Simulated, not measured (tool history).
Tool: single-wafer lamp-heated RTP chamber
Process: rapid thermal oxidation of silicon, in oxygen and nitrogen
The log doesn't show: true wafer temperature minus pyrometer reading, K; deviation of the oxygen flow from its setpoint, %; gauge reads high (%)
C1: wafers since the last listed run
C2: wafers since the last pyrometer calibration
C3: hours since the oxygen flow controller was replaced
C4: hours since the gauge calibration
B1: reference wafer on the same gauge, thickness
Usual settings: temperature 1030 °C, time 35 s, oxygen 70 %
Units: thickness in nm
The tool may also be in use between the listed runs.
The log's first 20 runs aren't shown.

run 21 day=44.679 | temperature=1030 time=35 oxygen=70 | C1=654 C2=1673 C3=317.2 C4=410.1 | B1=6.064 | thickness=5.412
run 22 day=46.667 | temperature=1017 time=44 oxygen=85 | C1=507 C2=2180 C3=364.9 C4=457.8 | B1=6.059 | thickness=5.743
run 23 day=47.850 | temperature=1030 time=35 oxygen=70 | C1=302 C2=2483 C3=393.3 C4=486.2 | B1=6.060 | thickness=5.396
run 24 day=50.671 | temperature=1030 time=35 oxygen=70 | C1=720 C2=3203 C3=461.0 C4=553.9 | B1=6.064 | thickness=5.395
run 25 day=53.508 | temperature=1051 time=49 oxygen=56 | C1=724 C2=3928 C3=529.1 C4=622.0 | B1=6.064 | thickness=6.625
run 26 day=56.075 | temperature=1030 time=35 oxygen=70 | C1=655 C2=4584 C3=590.7 C4=683.6 | B1=6.063 | thickness=5.397
run 27 day=57.600 | temperature=1014 time=25 oxygen=62 | C1=389 C2=4973 C3=627.3 C4=720.2 | B1=6.055 | thickness=4.068
run 28 day=60.433 | temperature=1030 time=21 oxygen=86 | C1=723 C2=5697 C3=695.3 C4=788.2 | B1=6.067 | thickness=4.674
-- day=62.942 pyrometer window cleaned and pyrometer calibrated
run 29 day=63.325 | temperature=1030 time=25 oxygen=41 | C1=653 C2=98 C3=764.7 C4=857.6 | B1=6.057 | thickness=3.928
run 30 day=64.617 | temperature=1053 time=44 oxygen=53 | C1=329 C2=428 C3=795.7 C4=888.6 | B1=6.059 | thickness=6.283
run 31 day=67.171 | temperature=1030 time=35 oxygen=70 | C1=652 C2=1080 C3=857.0 C4=949.9 | B1=6.058 | thickness=5.373
run 32 day=68.325 | temperature=1030 time=22 oxygen=48 | C1=294 C2=1375 C3=884.7 C4=977.6 | B1=6.061 | thickness=3.941
run 33 day=70.612 | temperature=1030 time=22 oxygen=70 | C1=584 C2=1959 C3=939.6 C4=1032.5 | B1=6.059 | thickness=4.449
run 34 day=72.204 | temperature=1030 time=35 oxygen=70 | C1=406 C2=2366 C3=977.8 C4=1070.7 | B1=6.058 | thickness=5.398
run 35 day=74.946 | temperature=1030 time=35 oxygen=70 | C1=700 C2=3066 C3=1043.6 C4=1136.5 | B1=6.067 | thickness=5.393
run 36 day=76.692 | temperature=1059 time=35 oxygen=70 | C1=445 C2=3512 C3=1085.5 C4=1178.4 | B1=6.062 | thickness=6.548
run 37 day=79.625 | temperature=1044 time=20 oxygen=53 | C1=749 C2=4261 C3=1155.9 C4=1248.8 | B1=6.063 | thickness=4.286
-- day=81.779 gauge calibrated
run 38 day=81.812 | temperature=1011 time=35 oxygen=44 | C1=558 C2=4820 C3=1208.4 C4=0.8 | B1=6.054 | thickness=4.033
-- day=82.396 pyrometer window cleaned and pyrometer calibrated
run 39 day=84.812 | temperature=1030 time=35 oxygen=96 | C1=681 C2=617 C3=1280.4 C4=72.8 | B1=6.066 | thickness=5.977

3 ways to go on from here, each from the tool as it stands after run 39. What would each give?
run A day=84.829 | temperature=1030 time=35 oxygen=46 | C1=4 C2=621 C3=1280.8 C4=73.2 | B1=? | thickness=?
run B day=84.829 | temperature=1012 time=31 oxygen=70 | C1=4 C2=621 C3=1280.8 C4=73.2 | B1=? | thickness=?
run C day=84.829 | temperature=1030 time=40 oxygen=93 | C1=4 C2=621 C3=1280.8 C4=73.2 | B1=? | thickness=?

run=A B1=6.060 thickness=4.676
run=B B1=6.060 thickness=4.528
run=C B1=6.060 thickness=6.289
Without the tool's hidden state the same runs would have given:
run=A thickness=4.676
run=B thickness=4.528
run=C thickness=6.289
